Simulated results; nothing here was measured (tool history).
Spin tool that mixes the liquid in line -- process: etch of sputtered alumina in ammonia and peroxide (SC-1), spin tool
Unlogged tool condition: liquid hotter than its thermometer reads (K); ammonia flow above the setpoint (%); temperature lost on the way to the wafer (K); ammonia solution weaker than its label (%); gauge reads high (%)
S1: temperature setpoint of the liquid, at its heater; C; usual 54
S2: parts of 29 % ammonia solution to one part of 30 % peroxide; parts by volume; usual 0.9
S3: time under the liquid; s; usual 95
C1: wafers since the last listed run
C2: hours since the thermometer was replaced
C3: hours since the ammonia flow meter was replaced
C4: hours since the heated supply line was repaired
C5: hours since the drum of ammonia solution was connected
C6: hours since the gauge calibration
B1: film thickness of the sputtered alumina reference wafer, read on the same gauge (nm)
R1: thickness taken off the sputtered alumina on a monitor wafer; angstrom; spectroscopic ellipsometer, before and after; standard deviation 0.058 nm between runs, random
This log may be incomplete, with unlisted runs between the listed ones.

run 1 hour=0 | S1=54 S2=0.9 S3=95 | C1=0 C2=2091.2 C3=1602.7 C4=1926.1 C5=14.1 C6=369.1 | B1=140 | R1=70.4
run 2 hour=53.3 | S1=54 S2=0.9 S3=95 | C1=557 C2=2144.5 C3=1656 C4=1979.4 C5=67.4 C6=422.4 | B1=140.06 | R1=70
run 3 hour=85.9 | S1=54 S2=0.9 S3=95 | C1=340 C2=2177.1 C3=1688.6 C4=2012 C5=100 C6=455 | B1=140 | R1=70
-- hour=89.4 heated supply line repaired
run 4 hour=113.4 | S1=54 S2=1.2 S3=75 | C1=277 C2=2204.6 C3=1716.1 C4=24 C5=127.5 C6=482.5 | B1=139.99 | R1=67.3
run 5 hour=130.4 | S1=60.5 S2=0.45 S3=60 | C1=177 C2=2221.6 C3=1733.1 C4=41 C5=144.5 C6=499.5 | B1=139.99 | R1=68.9
run 6 hour=147.2 | S1=54 S2=0.9 S3=95 | C1=175 C2=2238.4 C3=1749.9 C4=57.8 C5=161.3 C6=516.3 | B1=139.97 | R1=82.3
run 7 hour=167.4 | S1=54 S2=0.9 S3=80 | C1=211 C2=2258.6 C3=1770.1 C4=78 C5=181.5 C6=536.5 | B1=139.93 | R1=69
run 8 hour=193 | S1=54 S2=0.9 S3=95 | C1=267 C2=2284.2 C3=1795.7 C4=103.6 C5=207.1 C6=562.1 | B1=140 | R1=82.6
-- hour=201.8 ammonia flow meter replaced
run 9 hour=217.5 | S1=46.5 S2=0.6 S3=70 | C1=245 C2=2308.7 C3=15.7 C4=128.1 C5=231.6 C6=586.6 | B1=140 | R1=38.6
run 10 hour=247.5 | S1=54 S2=0.7 S3=95 | C1=313 C2=2338.7 C3=45.7 C4=158.1 C5=261.6 C6=616.6 | B1=139.98 | R1=79.8
run 11 hour=268 | S1=54 S2=0.65 S3=95 | C1=214 C2=2359.2 C3=66.2 C4=178.6 C5=282.1 C6=637.1 | B1=140.03 | R1=79.5
run 12 hour=290.4 | S1=54 S2=0.9 S3=95 | C1=234 C2=2381.6 C3=88.6 C4=201 C5=304.5 C6=659.5 | B1=140.03 | R1=81.3
run 13 hour=350 | S1=62.5 S2=0.9 S3=95 | C1=623 C2=2441.2 C3=148.2 C4=260.6 C5=364.1 C6=719.1 | B1=139.97 | R1=125.3
-- hour=360.4 thermometer replaced
run 14 hour=374.8 | S1=50.5 S2=0.9 S3=70 | C1=248 C2=14.4 C3=173 C4=285.4 C5=388.9 C6=743.9 | B1=139.96 | R1=49
run 15 hour=392.8 | S1=54 S2=0.9 S3=135 | C1=188 C2=32.4 C3=191 C4=303.4 C5=406.9 C6=761.9 | B1=139.99 | R1=114.6
-- hour=394.3 gauge calibrated
run 16 hour=416.4 | S1=54 S2=0.9 S3=60 | C1=246 C2=56 C3=214.6 C4=327 C5=430.5 C6=22.1 | B1=140.01 | R1=50.9
run 17 hour=429.7 | S1=54 S2=1.2 S3=95 | C1=139 C2=69.3 C3=227.9 C4=340.3 C5=443.8 C6=35.4 | B1=139.98 | R1=81.8
run 18 hour=453.1 | S1=47.5 S2=0.55 S3=95 | C1=244 C2=92.7 C3=251.3 C4=363.7 C5=467.2 C6=58.8 | B1=140.01 | R1=53.6
run 19 hour=467.9 | S1=54 S2=0.9 S3=95 | C1=154 C2=107.5 C3=266.1 C4=378.5 C5=482 C6=73.6 | B1=140.01 | R1=79.1
run 20 hour=494.6 | S1=54 S2=0.6 S3=95 | C1=279 C2=134.2 C3=292.8 C4=405.2 C5=508.7 C6=100.3 | B1=139.97 | R1=77.4
run 21 hour=518.5 | S1=54 S2=0.45 S3=60 | C1=249 C2=158.1 C3=316.7 C4=429.1 C5=532.6 C6=124.2 | B1=140 | R1=46.9
run 22 hour=534.5 | S1=50 S2=0.9 S3=125 | C1=167 C2=174.1 C3=332.7 C4=445.1 C5=548.6 C6=140.2 | B1=140.02 | R1=85.3
-- hour=541.1 new drum of ammonia solution connected
run 23 hour=565.4 | S1=54 S2=0.9 S3=95 | C1=312 C2=205 C3=363.6 C4=476 C5=24.3 C6=171.1 | B1=140 | R1=79.7
run 24 hour=596.7 | S1=54 S2=0.9 S3=95 | C1=327 C2=236.3 C3=394.9 C4=507.3 C5=55.6 C6=202.4 | B1=139.99 | R1=79.2

Below are 5 alternative next runs, each starting from the tool's condition after run 24. Predict each:
run A hour=597.1 | S1=54 S2=0.9 S3=150 | C1=4 C2=236.7 C3=395.3 C4=507.7 C5=56 C6=202.8 | B1=? | R1=?
run B hour=597.1 | S1=59 S2=0.9 S3=95 | C1=4 C2=236.7 C3=395.3 C4=507.7 C5=56 C6=202.8 | B1=? | R1=?
run C hour=597.1 | S1=54 S2=1.2 S3=70 | C1=4 C2=236.7 C3=395.3 C4=507.7 C5=56 C6=202.8 | B1=? | R1=?
run D hour=597.1 | S1=54 S2=1.2 S3=120 | C1=4 C2=236.7 C3=395.3 C4=507.7 C5=56 C6=202.8 | B1=? | R1=?
run E hour=597.1 | S1=49 S2=1.05 S3=95 | C1=4 C2=236.7 C3=395.3 C4=507.7 C5=56 C6=202.8 | B1=? | R1=?

run=A B1=140.04 R1=125.1
run=B B1=140.04 R1=103.3
run=C B1=140.04 R1=60
run=D B1=140.04 R1=102.9
run=E B1=140.04 R1=61.1
Take away the tool's hidden state, keep each run's random variation, and the runs would have read:
run=A R1=133.8
run=B R1=110.2
run=C R1=64.2
run=D R1=110
run=E R1=65.5
